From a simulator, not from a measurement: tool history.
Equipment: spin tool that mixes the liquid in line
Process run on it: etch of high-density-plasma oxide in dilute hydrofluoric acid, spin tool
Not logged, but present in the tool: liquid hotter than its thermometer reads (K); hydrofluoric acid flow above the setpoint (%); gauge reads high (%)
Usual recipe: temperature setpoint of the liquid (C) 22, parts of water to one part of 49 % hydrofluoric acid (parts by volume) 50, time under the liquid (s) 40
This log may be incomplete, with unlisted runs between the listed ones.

| run | hour | temperature setpoint of the liquid (C) | parts of water to one part of 49 % hydrofluoric acid (parts by volume) | time under the liquid (s) | wafers since the last listed run | hours since the thermometer was replaced | hours since the hydrofluoric acid flow meter was replaced | hours since the gauge calibration | read-back film thickness of the high-density-plasma oxide reference wafer, read on the same gauge (nm) | thickness taken off the high-density-plasma oxide on a monitor wafer (angstrom) |
|---|---|---|---|---|---|---|---|---|---|---|
| 1 | 0 | 22 | 50 | 40 | 0 | 1693.9 | 219.6 | 170.8 | 90.003 | 52.09 |
| 2 | 12.9 | 22 | 50 | 40 | 217 | 1706.8 | 232.5 | 183.7 | 90.006 | 52.1 |
| 3 | 34.3 | 25 | 35 | 40 | 361 | 1728.2 | 253.9 | 205.1 | 89.991 | 86.25 |
| 4 | 65.8 | 22 | 50 | 40 | 531 | 1759.7 | 285.4 | 236.6 | 89.97 | 52.11 |
| 5 | 84.5 | 21 | 50 | 40 | 315 | 1778.4 | 304.1 | 255.3 | 90.011 | 50.11 |
| 6 | 101.5 | 21 | 50 | 40 | 287 | 1795.4 | 321.1 | 272.3 | 89.977 | 49.91 |
| 7 | 121.4 | 21 | 50 | 40 | 335 | 1815.3 | 341 | 292.2 | 90.037 | 49.99 |
| 8 | 150 | 22 | 50 | 40 | 482 | 1843.9 | 369.6 | 320.8 | 89.987 | 50.89 |
| 9 | 181.3 | 22 | 50 | 40 | 528 | 1875.2 | 400.9 | 352.1 | 90.012 | 51.9 |
| 10 | 208.2 | 22 | 50 | 40 | 454 | 1902.1 | 427.8 | 379 | 89.999 | 52.49 |
| 11 | 240.5 | 22 | 65 | 40 | 545 | 1934.4 | 460.1 | 411.3 | 90.003 | 39.38 |
| 12 | 262.9 | 22 | 50 | 40 | 378 | 1956.8 | 482.5 | 433.7 | 90 | 52.63 |
| 13 | 297.1 | 22 | 50 | 40 | 577 | 1991 | 516.7 | 467.9 | 89.985 | 51.68 |
| 14 | 315.9 | 22 | 50 | 40 | 317 | 2009.8 | 535.5 | 486.7 | 89.996 | 52.77 |
| 15 | 337.5 | 22 | 50 | 35 | 364 | 2031.4 | 557.1 | 508.3 | 89.992 | 46.56 |
| 16 | 367.2 | 22 | 50 | 35 | 501 | 2061.1 | 586.8 | 538 | 90.004 | 45.42 |
| 17 | 394.8 | 22 | 50 | 40 | 466 | 2088.7 | 614.4 | 565.6 | 90.007 | 52.4 |
|  | 427.3 | thermometer replaced |
| 18 | 485.8 | 20.5 | 70 | 40 | 1519 | 58.5 | 705.4 | 656.6 | 90.024 | 30.72 |
| 19 | 511.6 | 22 | 50 | 40 | 435 | 84.3 | 731.2 | 682.4 | 89.996 | 46.8 |
| 20 | 541.2 | 22 | 60 | 65 | 499 | 113.9 | 760.8 | 712 | 89.995 | 62.7 |
| 21 | 555.6 | 20 | 35 | 40 | 243 | 128.3 | 775.2 | 726.4 | 90.012 | 62.92 |
| 22 | 572.9 | 17.5 | 50 | 20 | 292 | 145.6 | 792.5 | 743.7 | 89.988 | 19.12 |
| 23 | 602.2 | 24 | 70 | 40 | 494 | 174.9 | 821.8 | 773 | 90.002 | 35.86 |
| 24 | 626.6 | 26.5 | 40 | 55 | 411 | 199.3 | 846.2 | 797.4 | 90.006 | 98.16 |
|  | 640.1 | gauge calibrated |
| 25 | 661.6 | 19.5 | 50 | 40 | 590 | 234.3 | 881.2 | 21.5 | 90.008 | 42.25 |
|  | 669.1 | hydrofluoric acid flow meter replaced |
| 26 | 691.1 | 22 | 50 | 40 | 481 | 263.8 | 22 | 51 | 90.034 | 47.96 |
| 27 | 717.8 | 22 | 50 | 30 | 450 | 290.5 | 48.7 | 77.7 | 89.996 | 35.46 |
| 28 | 749.9 | 17 | 40 | 30 | 541 | 322.6 | 80.8 | 109.8 | 90.027 | 37.01 |
| 29 | 762.8 | 22 | 50 | 40 | 217 | 335.5 | 93.7 | 122.7 | 90.001 | 47.53 |
| 30 | 788 | 22 | 60 | 30 | 425 | 360.7 | 118.9 | 147.9 | 90.003 | 29.47 |
| 31 | 808.4 | 18 | 25 | 40 | 344 | 381.1 | 139.3 | 168.3 | 90.008 | 82.93 |
| 32 | 838.1 | 25.5 | 50 | 40 | 501 | 410.8 | 169 | 198 | 90.008 | 55.74 |

What the log doesn't show, run by run:
hydrofluoric acid flow above the setpoint (%): 0, the same for each run
gauge reads high (%): 0, the same for each run
H1: liquid hotter than its thermometer reads (K)
| run | H1 |
|---|---|
| 1 | 2.49 |
| 2 | 2.51 |
| 3 | 2.54 |
| 4 | 2.58 |
| 5 | 2.6 |
| 6 | 2.63 |
| 7 | 2.65 |
| 8 | 2.69 |
| 9 | 2.73 |
| 10 | 2.77 |
| 11 | 2.81 |
| 12 | 2.84 |
| 13 | 2.89 |
| 14 | 2.92 |
| 15 | 2.94 |
| 16 | 2.98 |
| 17 | 3.02 |
| 18 | 0.19 |
| 19 | 0.224 |
| 20 | 0.264 |
| 21 | 0.283 |
| 22 | 0.307 |
| 23 | 0.346 |
| 24 | 0.379 |
| 25 | 0.426 |
| 26 | 0.465 |
| 27 | 0.501 |
| 28 | 0.544 |
| 29 | 0.562 |
| 30 | 0.596 |
| 31 | 0.623 |
| 32 | 0.663 |
